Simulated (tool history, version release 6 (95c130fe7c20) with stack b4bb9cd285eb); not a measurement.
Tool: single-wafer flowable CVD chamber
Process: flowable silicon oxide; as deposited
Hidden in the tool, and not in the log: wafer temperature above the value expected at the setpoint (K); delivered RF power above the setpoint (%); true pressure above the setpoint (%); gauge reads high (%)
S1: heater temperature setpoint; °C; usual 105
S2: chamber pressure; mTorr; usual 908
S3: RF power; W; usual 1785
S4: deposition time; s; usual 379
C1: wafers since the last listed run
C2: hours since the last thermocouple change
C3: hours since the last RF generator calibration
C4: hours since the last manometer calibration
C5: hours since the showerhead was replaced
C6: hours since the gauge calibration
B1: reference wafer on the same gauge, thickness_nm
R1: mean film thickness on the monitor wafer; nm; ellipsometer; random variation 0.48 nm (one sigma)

Run 1, hour 0: usual settings; C1 0; C2 1146; C3 856.1; C4 995.6; C5 5964.5; C6 88.2; B1 223.96. Result: R1 221.081 nm.
Run 2, hour 58: usual settings; C1 243; C2 1204; C3 914.1; C4 1053.6; C5 6022.5; C6 146.2; B1 224.032. Result: R1 220.825 nm.
Run 3, hour 120.7: usual settings; C1 262; C2 1266.7; C3 976.8; C4 1116.3; C5 6085.2; C6 208.9; B1 224.028. Result: R1 221.544 nm.
Run 4, hour 163.5: usual settings; C1 179; C2 1309.5; C3 1019.6; C4 1159.1; C5 6128; C6 251.7; B1 224.032. Result: R1 219.927 nm.
Run 5, hour 219.5: usual settings; C1 234; C2 1365.5; C3 1075.6; C4 1215.1; C5 6184; C6 307.7; B1 224.101. Result: R1 220.923 nm.
Run 6, hour 270.3: usual settings but S4 335 s; C1 212; C2 1416.3; C3 1126.4; C4 1265.9; C5 6234.8; C6 358.5; B1 223.977. Result: R1 194.434 nm.
At hour 329.1: capacitance manometer re-zeroed and calibrated.
Run 7, hour 329.6: usual settings; C1 214; C2 1475.6; C3 1185.7; C4 0.5; C5 6294.1; C6 417.8; B1 224.055. Result: R1 219.575 nm.
Run 8, hour 386.3: usual settings; C1 237; C2 1532.3; C3 1242.4; C4 57.2; C5 6350.8; C6 474.5; B1 223.886. Result: R1 219.955 nm.
Run 9, hour 429.6: usual settings but S2 1063 mTorr, S3 1985 W; C1 181; C2 1575.6; C3 1285.7; C4 100.5; C5 6394.1; C6 517.8; B1 224.052. Result: R1 262.698 nm.
Run 10, hour 462.4: usual settings; C1 137; C2 1608.4; C3 1318.5; C4 133.3; C5 6426.9; C6 550.6; B1 224.104. Result: R1 219.84 nm.

Run 11 comes next. What will it give?
At hour 493.5: RF generator calibrated.
At hour 505.7: showerhead replaced.
Run 11, hour 509.9: usual settings; C1 131; C2 1655.9; C3 16.4; C4 180.8; C5 4.2; C6 598.1; B1 ?. Result: R1 ?.

B1: 223.889
R1: 222.422 nm
Without the tool's hidden state the same run would have given R1 222.523 nm.
